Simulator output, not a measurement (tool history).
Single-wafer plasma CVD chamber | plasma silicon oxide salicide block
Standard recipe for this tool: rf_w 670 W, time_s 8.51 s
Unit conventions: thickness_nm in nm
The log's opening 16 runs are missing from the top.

run	hour	rf_w	time_s	wafers since the last listed run	hours since the last RF generator calibration	hours since the showerhead was replaced	hours since the gauge calibration	read-back reference wafer on the same gauge, thickness_nm	thickness_nm
17	912.1	640	8.51	1099	2142.2	6463.8	1032.6	103.955	88.719
18	950.1	670	8.51	1016	2180.2	6501.8	1070.6	104.047	90.33
19	1004.6	710	8.51	1458	2234.7	6556.3	1125.1	104.098	92.205
20	1060.5	745	8.51	1495	2290.6	6612.2	1181	104.01	93.706
21	1105.2	785	9.82	1196	2335.3	6656.9	1225.7	104.013	110.567
22	1159.2	670	8.51	1444	2389.3	6710.9	1279.7	104.103	89.587
23	1204.2	670	7.71	1204	2434.3	6755.9	1324.7	104.047	81.08
# hour 1225.3: showerhead replaced
24	1255.2	710	7.17	1150	2485.3	29.9	1375.7	103.964	76.772
25	1281.8	725	7.33	711	2511.9	56.5	1402.3	104.02	79.458
# hour 1303.9: RF generator calibrated
26	1329.1	625	7.61	1051	25.2	103.8	1449.6	104.026	80.489
27	1372.4	745	8.51	1158	68.5	147.1	1492.9	103.882	96.454
# hour 1393.3: gauge calibrated
28	1432.6	570	10.02	1610	128.7	207.3	39.3	103.958	101.521
29	1469.3	720	10.04	981	165.4	244	76	103.91	112.188
30	1524.7	635	8.51	1482	220.8	299.4	131.4	104.017	90.589
31	1549.8	570	9.32	671	245.9	324.5	156.5	104.023	94.288
32	1611	595	9.05	1637	307.1	385.7	217.7	103.892	93.789
33	1662.8	670	8.51	1385	358.9	437.5	269.5	104.046	92.482
34	1712.2	805	6.94	1321	408.3	486.9	318.9	104.068	80.751
35	1743.1	550	9.12	826	439.2	517.8	349.8	104.094	91.24
36	1797.7	670	8.51	1460	493.8	572.4	404.4	103.937	92.525
37	1869.7	535	7.36	1926	565.8	644.4	476.4	103.847	71.979

Each row is a separate what-if for the run after 37, all from the same tool condition, not one after another. Results?
A	1870.1	670	9.33	10	566.2	644.8	476.8	?	?
B	1870.1	575	7.94	10	566.2	644.8	476.8	?	?
C	1870.1	555	9.09	10	566.2	644.8	476.8	?	?
D	1870.1	760	7.4	10	566.2	644.8	476.8	?	?
E	1870.1	570	6.9	10	566.2	644.8	476.8	?	?

run	read-back reference wafer on the same gauge, thickness_nm	thickness_nm
A	104.138	101.359
B	104.138	80.726
C	104.138	90.948
D	104.138	84.651
E	104.138	69.877
Without the tool's hidden state the same runs would have given:
run	thickness_nm
A	102.081
B	81.302
C	91.596
D	85.255
E	70.375
